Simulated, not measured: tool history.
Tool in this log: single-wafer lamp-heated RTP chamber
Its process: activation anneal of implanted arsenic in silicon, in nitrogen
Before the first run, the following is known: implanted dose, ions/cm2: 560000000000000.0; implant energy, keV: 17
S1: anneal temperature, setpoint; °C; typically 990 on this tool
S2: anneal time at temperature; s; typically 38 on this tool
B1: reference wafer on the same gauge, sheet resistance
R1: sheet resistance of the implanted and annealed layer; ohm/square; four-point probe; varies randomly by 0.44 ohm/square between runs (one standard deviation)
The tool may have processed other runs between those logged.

run    hour    S1  S2      B1      R1
  1     0.0   990  38  151.93  184.36
  2    35.1   990  38  151.95  183.79
       59.5  -- gauge calibrated
       70.0  -- pyrometer window cleaned and pyrometer calibrated
  3    70.6   990  38  152.01  185.59
  4   117.8   990  38  151.98  185.60
  5   147.7   990  55  152.03  182.54
  6   220.3   990  55  151.97  182.45
  7   276.2   990  24  152.11  187.84
      299.1  -- reflector plate cleaned
  8   303.3   990  24  151.90  187.38
  9   412.8   990  38  151.99  183.85
      459.5  -- pyrometer window cleaned and pyrometer calibrated
 10   460.0   990  38  151.96  185.93
 11   505.6   990  48  151.98  183.18
 12   550.5   990  48  151.94  184.34
 13   582.4   990  48  151.95  183.71
 14   635.9   990  38  151.95  184.88
 15   675.3   990  38  152.03  184.49
      690.6  -- reflector plate cleaned
 16   792.2   990  38  152.04  183.33
      829.3  -- pyrometer window cleaned and pyrometer calibrated
 17   860.2   990  38  152.04  185.42
 18   904.4  1004  52  151.99  180.33
 19   933.7   968  60  151.95  185.51
 20   996.5  1017  50  151.91  176.51
     1024.8  -- reflector plate cleaned
 21  1025.3   981  28  152.10  188.38
 22  1071.8   980  21  152.00  189.83
 23  1129.1  1017  50  151.93  175.45
     1151.0  -- pyrometer window cleaned and pyrometer calibrated
 24  1157.8   961  54  151.98  188.25
 25  1224.8  1015  52  151.99  176.87
 26  1260.1   990  26  151.99  188.54
 27  1306.2  1018  30  151.99  181.53
     1325.4  -- gauge calibrated
     1347.3  -- reflector plate cleaned
 28  1369.0  1004  58  152.01  177.15
 29  1395.8   970  50  151.98  186.24
 30  1428.5   965  38  152.01  188.91
     1460.8  -- pyrometer window cleaned and pyrometer calibrated
 31  1467.0   961  54  151.99  187.20
 32  1612.7   999  38  152.00  182.85
 33  1642.1   990  16  152.03  190.40
 34  1707.0   990  58  151.98  180.10
     1736.2  -- reflector plate cleaned
 35  1759.7   990  38  152.05  183.66

5 ways to go on from here, each from the tool as it stands after run 35. What would each give?
  A  1760.1   969  38   ?   ?
  B  1760.1   998  23   ?   ?
  C  1760.1   990  17   ?   ?
  D  1760.1  1005  32   ?   ?
  E  1760.1  1003  38   ?   ?

run      B1      R1
  A  152.05  188.24
  B  152.05  186.81
  C  152.05  190.22
  D  152.05  182.74
  E  152.05  181.61
Stripped of hidden state, with their random variation kept, the same runs would have yielded:
run      R1
  A  189.92
  B  188.61
  C  191.66
  D  184.89
  E  183.87

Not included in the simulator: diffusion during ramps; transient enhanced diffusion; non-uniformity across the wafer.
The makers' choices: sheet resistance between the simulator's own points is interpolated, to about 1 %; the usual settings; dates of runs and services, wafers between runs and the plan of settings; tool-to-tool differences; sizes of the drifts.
